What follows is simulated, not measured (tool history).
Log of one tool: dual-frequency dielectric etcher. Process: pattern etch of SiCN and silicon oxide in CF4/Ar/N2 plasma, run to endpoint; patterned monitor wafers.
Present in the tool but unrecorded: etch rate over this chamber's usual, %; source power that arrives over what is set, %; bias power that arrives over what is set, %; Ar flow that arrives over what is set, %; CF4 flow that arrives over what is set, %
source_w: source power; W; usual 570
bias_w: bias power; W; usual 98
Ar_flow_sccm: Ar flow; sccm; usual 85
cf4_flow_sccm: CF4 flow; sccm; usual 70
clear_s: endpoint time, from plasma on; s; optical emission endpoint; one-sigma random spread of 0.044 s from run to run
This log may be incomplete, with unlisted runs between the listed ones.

run,hour,source_w,bias_w,Ar_flow_sccm,cf4_flow_sccm,wafers since the last listed run,hours since the last wet clean,hours since the last source power generator calibration,hours since the last bias power generator calibration,hours since the last Ar flow controller change,hours since the last CF4 flow controller change,hours since the last upper electrode change,"incoming incoming film thickness, nm",clear_s
1,0,650,98,85,70,0,374.6,1662.7,2609.3,4365.6,136.8,4428.1,15.87,11.3
# hour 6.7: Ar flow controller replaced
# hour 23: bias power generator calibrated
2,24.9,650,98,85,70,188,399.5,1687.6,1.9,18.2,161.7,4453,15.81,11.3
# hour 45.8: source power generator calibrated
3,46.3,600,98,85,70,220,420.9,0.5,23.3,39.6,183.1,4474.4,15.78,12.8
# hour 83.1: wet clean of the chamber
4,83.6,570,98,85,70,168,0.5,37.8,60.6,76.9,220.4,4511.7,15.79,13.5
5,86.5,570,98,85,70,36,3.4,40.7,63.5,79.8,223.3,4514.6,15.7,13.4
6,114.1,570,114,85,70,349,31,68.3,91.1,107.4,250.9,4542.2,15.94,12.5
# hour 148.5: upper electrode replaced, of another model than before
7,149,570,98,85,58,137,65.9,103.2,126,142.3,285.8,0.5,15.76,13.5
8,149.4,460,87,91,83,5,66.3,103.6,126.4,142.7,286.2,0.9,15.78,23.4
9,179.4,690,106,99,80,379,96.3,133.6,156.4,172.7,316.2,30.9,15.85,9.3
10,208.4,640,122,92,63,367,125.3,162.6,185.4,201.7,345.2,59.9,15.76,9.6
11,225.9,570,98,85,70,221,142.8,180.1,202.9,219.2,362.7,77.4,15.9,13.4
12,243.2,690,108,68,70,219,160.1,197.4,220.2,236.5,380,94.7,15.72,8.6
13,265.4,570,98,85,70,281,182.3,219.6,242.4,258.7,402.2,116.9,15.83,13.3
14,278.6,570,98,85,60,167,195.5,232.8,255.6,271.9,415.4,130.1,15.64,13.3
15,292.2,570,98,85,70,172,209.1,246.4,269.2,285.5,429,143.7,15.8,13.3
16,318.8,570,98,103,70,336,235.7,273,295.8,312.1,455.6,170.3,15.82,13.7
17,337.3,500,122,85,70,234,254.2,291.5,314.3,330.6,474.1,188.8,15.79,15
18,364.4,570,98,85,70,343,281.3,318.6,341.4,357.7,501.2,215.9,15.71,13.2
19,417,570,98,85,70,665,333.9,371.2,394,410.3,553.8,268.5,15.83,13.1
20,452.9,490,86,85,70,454,369.8,407.1,429.9,446.2,589.7,304.4,15.75,19.7
21,487.9,570,98,85,70,443,404.8,442.1,464.9,481.2,624.7,339.4,15.83,13.2
# hour 512.7: wet clean of the chamber
22,520.4,480,98,85,70,107,7.7,474.6,497.4,513.7,657.2,371.9,15.63,18.7
23,535.3,570,98,85,70,188,22.6,489.5,512.3,528.6,672.1,386.8,15.75,13
24,568.7,570,117,85,86,422,56,522.9,545.7,562,705.5,420.2,15.71,11.5

Forecast each of these 4 alternatives for the next run:
A,569.1,570,104,85,70,5,56.4,523.3,546.1,562.4,705.9,420.6,15.83,?
B,569.1,570,106,95,78,5,56.4,523.3,546.1,562.4,705.9,420.6,15.83,?
C,569.1,570,87,85,70,5,56.4,523.3,546.1,562.4,705.9,420.6,15.83,?
D,569.1,570,119,98,70,5,56.4,523.3,546.1,562.4,705.9,420.6,15.83,?

run,clear_s
A,12.6
B,12.6
C,14.3
D,11.8
What these runs would have given with no unlogged condition in the tool:
run,clear_s
A,13.1
B,13.1
C,14.9
D,12.3

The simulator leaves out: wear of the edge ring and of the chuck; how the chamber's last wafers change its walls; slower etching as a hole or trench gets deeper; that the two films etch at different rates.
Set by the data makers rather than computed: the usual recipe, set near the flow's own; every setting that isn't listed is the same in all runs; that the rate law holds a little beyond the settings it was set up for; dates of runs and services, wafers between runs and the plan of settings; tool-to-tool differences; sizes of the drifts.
